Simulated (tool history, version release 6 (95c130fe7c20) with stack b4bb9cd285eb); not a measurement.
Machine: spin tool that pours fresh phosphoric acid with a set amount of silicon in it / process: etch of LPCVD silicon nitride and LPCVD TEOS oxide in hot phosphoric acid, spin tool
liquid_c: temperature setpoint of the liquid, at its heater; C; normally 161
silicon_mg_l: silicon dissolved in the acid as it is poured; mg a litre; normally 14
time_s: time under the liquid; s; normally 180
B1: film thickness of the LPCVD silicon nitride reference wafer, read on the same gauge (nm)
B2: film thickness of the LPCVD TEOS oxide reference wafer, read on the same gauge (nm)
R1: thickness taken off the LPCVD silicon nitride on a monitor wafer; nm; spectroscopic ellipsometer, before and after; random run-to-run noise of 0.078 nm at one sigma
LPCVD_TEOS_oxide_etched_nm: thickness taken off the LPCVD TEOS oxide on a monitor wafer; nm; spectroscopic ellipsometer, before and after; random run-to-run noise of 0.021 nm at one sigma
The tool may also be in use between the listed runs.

Run 1, day 0: usual settings but silicon_mg_l 21.5 mg a litre, time_s 130 s; B1 129.99; B2 120.042. Result: R1 13.26 nm, LPCVD_TEOS_oxide_etched_nm 0.277 nm.
Run 2, day 0.671: usual settings but liquid_c 159.5 C, time_s 120 s; B1 130.01; B2 120.015. Result: R1 11.69 nm, LPCVD_TEOS_oxide_etched_nm 0.29 nm.
Run 3, day 2: usual settings but liquid_c 162.5 C, silicon_mg_l 5.5 mg a litre; B1 130.01; B2 120.011. Result: R1 19.35 nm, LPCVD_TEOS_oxide_etched_nm 0.633 nm.
Run 4, day 3.425: usual settings; B1 130.02; B2 120.014. Result: R1 18.33 nm, LPCVD_TEOS_oxide_etched_nm 0.471 nm.
Run 5, day 4.533: usual settings; B1 130.02; B2 120.039. Result: R1 18.37 nm, LPCVD_TEOS_oxide_etched_nm 0.494 nm.
Run 6, day 5.775: usual settings; B1 129.98; B2 120.019. Result: R1 18.39 nm, LPCVD_TEOS_oxide_etched_nm 0.502 nm.
At day 7.788: heated supply line repaired.
At day 8.4: dissolved silicon flow meter replaced.
At day 8.558: gauge calibrated.
Run 7, day 9.862: usual settings; B1 130.01; B2 119.966. Result: R1 16.8 nm, LPCVD_TEOS_oxide_etched_nm 0.384 nm.
Run 8, day 10.629: usual settings; B1 130.01; B2 119.976. Result: R1 16.88 nm, LPCVD_TEOS_oxide_etched_nm 0.406 nm.
Run 9, day 11.138: usual settings but silicon_mg_l 8 mg a litre; B1 130.03; B2 120.014. Result: R1 16.84 nm, LPCVD_TEOS_oxide_etched_nm 0.445 nm.
At day 11.996: heated supply line repaired, repeated, since the last time left the tool worse.
Run 10, day 12.321: usual settings but liquid_c 158.5 C, silicon_mg_l 7 mg a litre, time_s 135 s; B1 130.04; B2 119.993. Result: R1 13.43 nm, LPCVD_TEOS_oxide_etched_nm 0.356 nm.
Run 11, day 13.288: usual settings; B1 129.99; B2 119.989. Result: R1 19.49 nm, LPCVD_TEOS_oxide_etched_nm 0.555 nm.
At day 13.867: thermometer replaced.
Run 12, day 14.575: usual settings but liquid_c 159.5 C; B1 129.99; B2 120.017. Result: R1 18.49 nm, LPCVD_TEOS_oxide_etched_nm 0.455 nm.
Run 13, day 15.662: usual settings but liquid_c 162.5 C, silicon_mg_l 18 mg a litre, time_s 105 s; B1 130; B2 120.019. Result: R1 11.92 nm, LPCVD_TEOS_oxide_etched_nm 0.301 nm.
Run 14, day 16.367: usual settings but liquid_c 163.5 C, silicon_mg_l 6.5 mg a litre, time_s 270 s; B1 130; B2 120.03. Result: R1 31.63 nm, LPCVD_TEOS_oxide_etched_nm 1.132 nm.
Run 15, day 17.454: usual settings; B1 130; B2 120.005. Result: R1 19.32 nm, LPCVD_TEOS_oxide_etched_nm 0.55 nm.

Branching from run 15: 5 alternative next runs. What would each branch give?
Run A, day 17.475: usual settings; B1 ?; B2 ?. Result: R1 ?, LPCVD_TEOS_oxide_etched_nm ?.
Run B, day 17.475: usual settings but liquid_c 159.5 C, silicon_mg_l 24 mg a litre; B1 ?; B2 ?. Result: R1 ?, LPCVD_TEOS_oxide_etched_nm ?.
Run C, day 17.475: usual settings but liquid_c 158 C, silicon_mg_l 5.5 mg a litre; B1 ?; B2 ?. Result: R1 ?, LPCVD_TEOS_oxide_etched_nm ?.
Run D, day 17.475: usual settings but silicon_mg_l 5 mg a litre; B1 ?; B2 ?. Result: R1 ?, LPCVD_TEOS_oxide_etched_nm ?.
Run E, day 17.475: usual settings but liquid_c 162.5 C, silicon_mg_l 23 mg a litre, time_s 80 s; B1 ?; B2 ?. Result: R1 ?, LPCVD_TEOS_oxide_etched_nm ?.

run      B1       B2     R1  LPCVD_TEOS_oxide_etched_nm
  A  130.01  120.022  19.33                       0.545
  B  130.01  120.022  18.38                       0.369
  C  130.01  120.022  17.47                       0.526
  D  130.01  120.022  19.33                       0.664
  E  130.01  120.022   9.03                       0.211
Stripped of hidden state, with their random variation kept, the same runs would have yielded:
run     R1  LPCVD_TEOS_oxide_etched_nm
  A  19.94                       0.584
  B  18.96                       0.395
  C  18.03                       0.564
  D  19.94                       0.712
  E   9.32                       0.226
